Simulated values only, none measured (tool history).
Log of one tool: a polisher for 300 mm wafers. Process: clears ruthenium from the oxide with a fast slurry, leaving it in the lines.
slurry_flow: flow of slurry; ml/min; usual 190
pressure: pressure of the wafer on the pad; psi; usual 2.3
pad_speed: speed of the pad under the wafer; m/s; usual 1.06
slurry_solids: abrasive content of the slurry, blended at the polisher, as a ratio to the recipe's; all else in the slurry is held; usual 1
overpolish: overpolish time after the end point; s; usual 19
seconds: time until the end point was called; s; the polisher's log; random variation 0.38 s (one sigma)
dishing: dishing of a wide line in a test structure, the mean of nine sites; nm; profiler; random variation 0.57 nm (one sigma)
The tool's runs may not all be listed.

run,hour,slurry_flow,pressure,pad_speed,slurry_solids,overpolish,wafers since the last listed run,wafers polished on this pad,hours since the slurry nozzle was cleaned,hours since the head pressure was calibrated,hours since the slurry blender was calibrated,"incoming thickness of the incoming film, nm",seconds,dishing
1,0,190,2.3,1.06,1,14,0,178,205.3,257,8.6,169.2,42.3,38.2
2,22.4,190,2.3,1.06,1,19,194,372,227.7,279.4,31,167.5,41.5,47
3,54.1,190,2.3,1.06,1,19,275,648,259.4,311.1,62.7,169.8,43.1,46.2
4,73.7,190,1.8,1.06,1,19,170,818,279,330.7,82.3,169.6,56.5,38.9
5,91,190,2.1,1.06,1,19,150,968,296.3,348,99.6,171.5,48.8,43
# hour 101.6: slurry nozzle cleaned
6,119.2,190,2.1,1.06,1,19,236,1205,17.6,376.2,127.8,172.3,45.7,45.2
7,144.1,225,2.3,1.06,1,19,216,1421,42.5,401.1,152.7,170.7,40.7,48.8
# hour 164.6: slurry blender recalibrated
# hour 175.4: worn pad replaced by a new one
8,175.9,190,2.3,1.06,1,19,224,4,74.3,432.9,11.3,170.5,41.7,48.7
9,188.1,190,2.3,1.06,1,19,106,110,86.5,445.1,23.5,170.9,41.2,49.1
10,215.2,190,2.3,1.06,1,19,235,346,113.6,472.2,50.6,168.4,41,46.8
11,246.2,190,2.3,1.06,1,19,269,615,144.6,503.2,81.6,170.2,42,47
12,273.1,190,2.3,1.06,1,19,233,849,171.5,530.1,108.5,170.2,42.2,48.3
13,294.9,155,2.3,1.06,1,23,189,1038,193.3,551.9,130.3,169.7,43.6,51.6
14,309.2,190,2.3,1.06,1,19,124,1162,207.6,566.2,144.6,171.9,43.9,47.2
# hour 323.5: slurry blender recalibrated
# hour 344.2: worn pad replaced by a new one
15,413.5,190,1.9,1.28,1.2,16,854,602,311.9,670.5,90,169.8,42.7,40.2
# hour 423.6: slurry nozzle cleaned
16,435.6,190,1.5,1.06,1,19,183,785,12,692.6,112.1,169,62,35.4
# hour 465.2: head pressure recalibrated
17,465.7,165,2.3,1.06,0.9,19,244,1029,42.1,0.5,142.2,167.9,42.8,46.5
18,491.7,190,1.7,0.68,1,19,225,1255,68.1,26.5,168.2,172.8,88.2,27.8
# hour 508.6: slurry blender recalibrated
# hour 523.4: worn pad replaced by a new one, of another model than before
19,523.9,190,3.1,0.9,1.3,19,227,4,100.3,58.7,15.3,170.9,33.7,55.1
20,541.4,220,2.3,1.06,1.25,19,152,156,117.8,76.2,32.8,170.5,36.6,53
21,570.7,155,2.3,1.06,1,23,254,411,147.1,105.5,62.1,172.4,44.9,51.7
22,599.9,190,2.3,1.06,1,19,253,664,176.3,134.7,91.3,167.7,41.3,47
23,647.3,135,2.7,1.06,1,19,411,1076,223.7,182.1,138.7,171,47.8,42.8
24,676.7,190,2.3,1.06,1,28,255,1332,253.1,211.5,168.1,169.7,46.5,56.2
25,690.5,235,2.3,1.06,1,19,119,1452,266.9,225.3,181.9,167.7,43.6,46.2
# hour 695.1: slurry blender recalibrated
26,710.1,170,2.3,0.8,1.15,19,152,1605,286.5,244.9,15,167.5,58.9,36.9
# hour 725.7: worn pad replaced by a new one
27,744.2,170,2.3,0.8,1.15,19,261,160,320.6,279,49.1,172.6,77.2,29.8
# hour 745.6: slurry nozzle cleaned
28,761.5,190,2.8,0.78,1,19,141,302,15.9,296.3,66.4,168.8,42.5,46.7
29,795.7,160,2.3,1.06,0.7,13,297,599,50.1,330.5,100.6,171.6,50.5,31

Forecast each of these 3 alternatives for the next run:
A,796.1,190,2.3,0.72,1,19,3,603,50.5,330.9,101,170.6,?,?
B,796.1,190,2.3,1.06,1.25,19,3,603,50.5,330.9,101,170.6,?,?
C,796.1,190,3,1.06,1,19,3,603,50.5,330.9,101,170.6,?,?

run,seconds,dishing
A,51,41.7
B,37.9,50.9
C,34.6,53.9
Without the tool's hidden state the same runs would have given:
run,seconds,dishing
A,50.6,41.9
B,37.7,51.2
C,34.4,54.2

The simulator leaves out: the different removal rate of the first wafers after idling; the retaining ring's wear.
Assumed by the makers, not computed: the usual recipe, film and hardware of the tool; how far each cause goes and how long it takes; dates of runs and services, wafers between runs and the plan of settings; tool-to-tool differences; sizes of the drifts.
